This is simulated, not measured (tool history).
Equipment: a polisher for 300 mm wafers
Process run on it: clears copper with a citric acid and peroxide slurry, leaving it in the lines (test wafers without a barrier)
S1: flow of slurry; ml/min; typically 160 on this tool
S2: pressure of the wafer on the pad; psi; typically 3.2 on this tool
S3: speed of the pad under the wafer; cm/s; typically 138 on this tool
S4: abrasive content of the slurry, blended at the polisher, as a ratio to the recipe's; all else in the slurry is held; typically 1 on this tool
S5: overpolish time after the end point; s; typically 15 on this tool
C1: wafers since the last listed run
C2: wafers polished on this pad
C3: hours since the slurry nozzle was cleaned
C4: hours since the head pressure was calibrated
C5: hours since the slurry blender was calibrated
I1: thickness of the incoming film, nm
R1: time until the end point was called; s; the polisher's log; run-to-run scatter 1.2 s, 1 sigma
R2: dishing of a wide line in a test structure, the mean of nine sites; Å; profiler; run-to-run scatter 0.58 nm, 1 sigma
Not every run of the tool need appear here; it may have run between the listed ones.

{"run": 1, "hour": 0.0, "S1": 160, "S2": 3.2, "S3": 138, "S4": 1, "S5": 15, "C1": 0, "C2": 884, "C3": 358.5, "C4": 449.7, "C5": 92.7, "I1": 322.7, "R1": 76.4, "R2": 372}
{"hour": 14.7, "done": "slurry nozzle cleaned"}
{"run": 2, "hour": 63.3, "S1": 160, "S2": 3.2, "S3": 138, "S4": 1, "S5": 15, "C1": 317, "C2": 1202, "C3": 48.6, "C4": 513, "C5": 156, "I1": 319.2, "R1": 75.2, "R2": 387}
{"run": 3, "hour": 99.1, "S1": 160, "S2": 3.2, "S3": 138, "S4": 1.2, "S5": 20, "C1": 182, "C2": 1384, "C3": 84.4, "C4": 548.8, "C5": 191.8, "I1": 318.2, "R1": 72.5, "R2": 490}
{"run": 4, "hour": 136.9, "S1": 160, "S2": 3.2, "S3": 138, "S4": 1.2, "S5": 20, "C1": 192, "C2": 1577, "C3": 122.2, "C4": 586.6, "C5": 229.6, "I1": 322.6, "R1": 71.1, "R2": 481}
{"hour": 181.0, "done": "worn pad replaced by a new one"}
{"run": 5, "hour": 190.9, "S1": 160, "S2": 3.2, "S3": 138, "S4": 1.2, "S5": 20, "C1": 255, "C2": 50, "C3": 176.2, "C4": 640.6, "C5": 283.6, "I1": 317.1, "R1": 71, "R2": 497}
{"run": 6, "hour": 236.4, "S1": 160, "S2": 3.2, "S3": 138, "S4": 1, "S5": 15, "C1": 232, "C2": 282, "C3": 221.7, "C4": 686.1, "C5": 329.1, "I1": 324.8, "R1": 74.2, "R2": 389}
{"run": 7, "hour": 298.2, "S1": 160, "S2": 3.2, "S3": 138, "S4": 1, "S5": 15, "C1": 315, "C2": 597, "C3": 283.5, "C4": 747.9, "C5": 390.9, "I1": 320.8, "R1": 72.1, "R2": 388}
{"hour": 318.0, "done": "slurry blender recalibrated"}
{"run": 8, "hour": 327.7, "S1": 160, "S2": 3.2, "S3": 138, "S4": 1, "S5": 15, "C1": 140, "C2": 738, "C3": 313, "C4": 777.4, "C5": 9.7, "I1": 319.5, "R1": 73.7, "R2": 387}
{"run": 9, "hour": 376.6, "S1": 160, "S2": 3.9, "S3": 154, "S4": 1, "S5": 15, "C1": 249, "C2": 987, "C3": 361.9, "C4": 826.3, "C5": 58.6, "I1": 320.1, "R1": 54.1, "R2": 488}
{"hour": 388.8, "done": "slurry nozzle cleaned"}
{"run": 10, "hour": 418.1, "S1": 160, "S2": 3.9, "S3": 154, "S4": 1, "S5": 15, "C1": 206, "C2": 1194, "C3": 29.3, "C4": 867.8, "C5": 100.1, "I1": 316.4, "R1": 52.5, "R2": 491}
{"run": 11, "hour": 449.8, "S1": 135, "S2": 3.2, "S3": 138, "S4": 1, "S5": 15, "C1": 161, "C2": 1356, "C3": 61, "C4": 899.5, "C5": 131.8, "I1": 319, "R1": 74, "R2": 389}
{"hour": 483.6, "done": "worn pad replaced by a new one"}
{"run": 12, "hour": 493.4, "S1": 160, "S2": 3.2, "S3": 138, "S4": 1, "S5": 15, "C1": 202, "C2": 49, "C3": 104.6, "C4": 943.1, "C5": 175.4, "I1": 315.7, "R1": 73, "R2": 380}
{"run": 13, "hour": 525.4, "S1": 160, "S2": 3.2, "S3": 138, "S4": 1.15, "S5": 15, "C1": 163, "C2": 213, "C3": 136.6, "C4": 975.1, "C5": 207.4, "I1": 321.5, "R1": 70.1, "R2": 399}
{"run": 14, "hour": 572.1, "S1": 160, "S2": 4.1, "S3": 138, "S4": 1, "S5": 15, "C1": 238, "C2": 451, "C3": 183.3, "C4": 1021.8, "C5": 254.1, "I1": 323.8, "R1": 58.5, "R2": 470}
{"run": 15, "hour": 640.4, "S1": 110, "S2": 4, "S3": 122, "S4": 0.9, "S5": 15, "C1": 348, "C2": 799, "C3": 251.6, "C4": 1090.1, "C5": 322.4, "I1": 324.1, "R1": 72.8, "R2": 392}
{"run": 16, "hour": 667.0, "S1": 185, "S2": 2.8, "S3": 182, "S4": 1, "S5": 15, "C1": 135, "C2": 935, "C3": 278.2, "C4": 1116.7, "C5": 349, "I1": 322, "R1": 62.1, "R2": 434}
{"run": 17, "hour": 737.4, "S1": 160, "S2": 3.7, "S3": 138, "S4": 1, "S5": 23, "C1": 359, "C2": 1294, "C3": 348.6, "C4": 1187.1, "C5": 419.4, "I1": 325, "R1": 64.8, "R2": 570}
{"run": 18, "hour": 770.3, "S1": 160, "S2": 3.2, "S3": 138, "S4": 1, "S5": 15, "C1": 167, "C2": 1462, "C3": 381.5, "C4": 1220, "C5": 452.3, "I1": 314.9, "R1": 71.2, "R2": 382}
{"hour": 788.2, "done": "worn pad replaced by a new one"}
{"hour": 789.5, "done": "slurry blender recalibrated"}
{"run": 19, "hour": 809.9, "S1": 205, "S2": 2.7, "S3": 110, "S4": 1, "S5": 15, "C1": 174, "C2": 104, "C3": 421.1, "C4": 1259.6, "C5": 20.4, "I1": 320.2, "R1": 100.3, "R2": 295}
{"hour": 824.5, "done": "slurry nozzle cleaned"}
{"run": 20, "hour": 867.4, "S1": 115, "S2": 3.2, "S3": 138, "S4": 1, "S5": 15, "C1": 288, "C2": 392, "C3": 42.9, "C4": 1317.1, "C5": 77.9, "I1": 315.4, "R1": 77.2, "R2": 369}
{"run": 21, "hour": 901.0, "S1": 160, "S2": 3.6, "S3": 176, "S4": 1, "S5": 7, "C1": 171, "C2": 563, "C3": 76.5, "C4": 1350.7, "C5": 111.5, "I1": 324.4, "R1": 52, "R2": 277}
{"run": 22, "hour": 928.4, "S1": 160, "S2": 3.2, "S3": 138, "S4": 1, "S5": 15, "C1": 139, "C2": 703, "C3": 103.9, "C4": 1378.1, "C5": 138.9, "I1": 317.6, "R1": 70.8, "R2": 379}
{"hour": 993.1, "done": "head pressure recalibrated"}
{"run": 23, "hour": 993.6, "S1": 195, "S2": 3.8, "S3": 92, "S4": 1.3, "S5": 15, "C1": 322, "C2": 1026, "C3": 169.1, "C4": 0.5, "C5": 204.1, "I1": 318.8, "R1": 89.6, "R2": 328}
{"run": 24, "hour": 1057.4, "S1": 130, "S2": 3.2, "S3": 138, "S4": 1, "S5": 15, "C1": 325, "C2": 1351, "C3": 232.9, "C4": 64.3, "C5": 267.9, "I1": 318.3, "R1": 79.9, "R2": 365}
{"hour": 1084.6, "done": "worn pad replaced by a new one"}
{"run": 25, "hour": 1099.4, "S1": 160, "S2": 3.2, "S3": 92, "S4": 1, "S5": 15, "C1": 193, "C2": 75, "C3": 274.9, "C4": 106.3, "C5": 309.9, "I1": 320.8, "R1": 112, "R2": 273}
{"run": 26, "hour": 1169.4, "S1": 160, "S2": 3.2, "S3": 186, "S4": 0.8, "S5": 15, "C1": 357, "C2": 432, "C3": 344.9, "C4": 176.3, "C5": 379.9, "I1": 324.1, "R1": 60.9, "R2": 452}
{"hour": 1188.4, "done": "slurry nozzle cleaned"}
{"run": 27, "hour": 1215.3, "S1": 160, "S2": 3.2, "S3": 138, "S4": 1, "S5": 15, "C1": 229, "C2": 661, "C3": 26.9, "C4": 222.2, "C5": 425.8, "I1": 321.7, "R1": 75.5, "R2": 369}
{"hour": 1239.2, "done": "slurry blender recalibrated"}
{"run": 28, "hour": 1284.1, "S1": 160, "S2": 3.2, "S3": 106, "S4": 0.75, "S5": 15, "C1": 340, "C2": 1002, "C3": 95.7, "C4": 291, "C5": 44.9, "I1": 320.2, "R1": 103.5, "R2": 294}
{"run": 29, "hour": 1335.0, "S1": 200, "S2": 3.2, "S3": 154, "S4": 1.1, "S5": 8, "C1": 259, "C2": 1262, "C3": 146.6, "C4": 341.9, "C5": 95.8, "I1": 321, "R1": 62, "R2": 262}

Predict each of these 3 candidate next runs independently; none follows another, all start after run 29:
{"run": "A", "hour": 1335.5, "S1": 160, "S2": 3.2, "S3": 138, "S4": 1, "S5": 15, "C1": 2, "C2": 1264, "C3": 147.1, "C4": 342.4, "C5": 96.3, "I1": 315, "R1": "?", "R2": "?"}
{"run": "B", "hour": 1335.5, "S1": 125, "S2": 3.2, "S3": 138, "S4": 1.3, "S5": 21, "C1": 2, "C2": 1264, "C3": 147.1, "C4": 342.4, "C5": 96.3, "I1": 315, "R1": "?", "R2": "?"}
{"run": "C", "hour": 1335.5, "S1": 160, "S2": 3.2, "S3": 120, "S4": 1.2, "S5": 10, "C1": 2, "C2": 1264, "C3": 147.1, "C4": 342.4, "C5": 96.3, "I1": 315, "R1": "?", "R2": "?"}

run=A R1=73.1 R2=374
run=B R1=72.2 R2=485
run=C R1=80.1 R2=248
With the hidden condition removed and each run's random variation left untouched, the same runs would have given:
run=A R1=79.5 R2=348
run=B R1=78.5 R2=455
run=C R1=87.1 R2=230

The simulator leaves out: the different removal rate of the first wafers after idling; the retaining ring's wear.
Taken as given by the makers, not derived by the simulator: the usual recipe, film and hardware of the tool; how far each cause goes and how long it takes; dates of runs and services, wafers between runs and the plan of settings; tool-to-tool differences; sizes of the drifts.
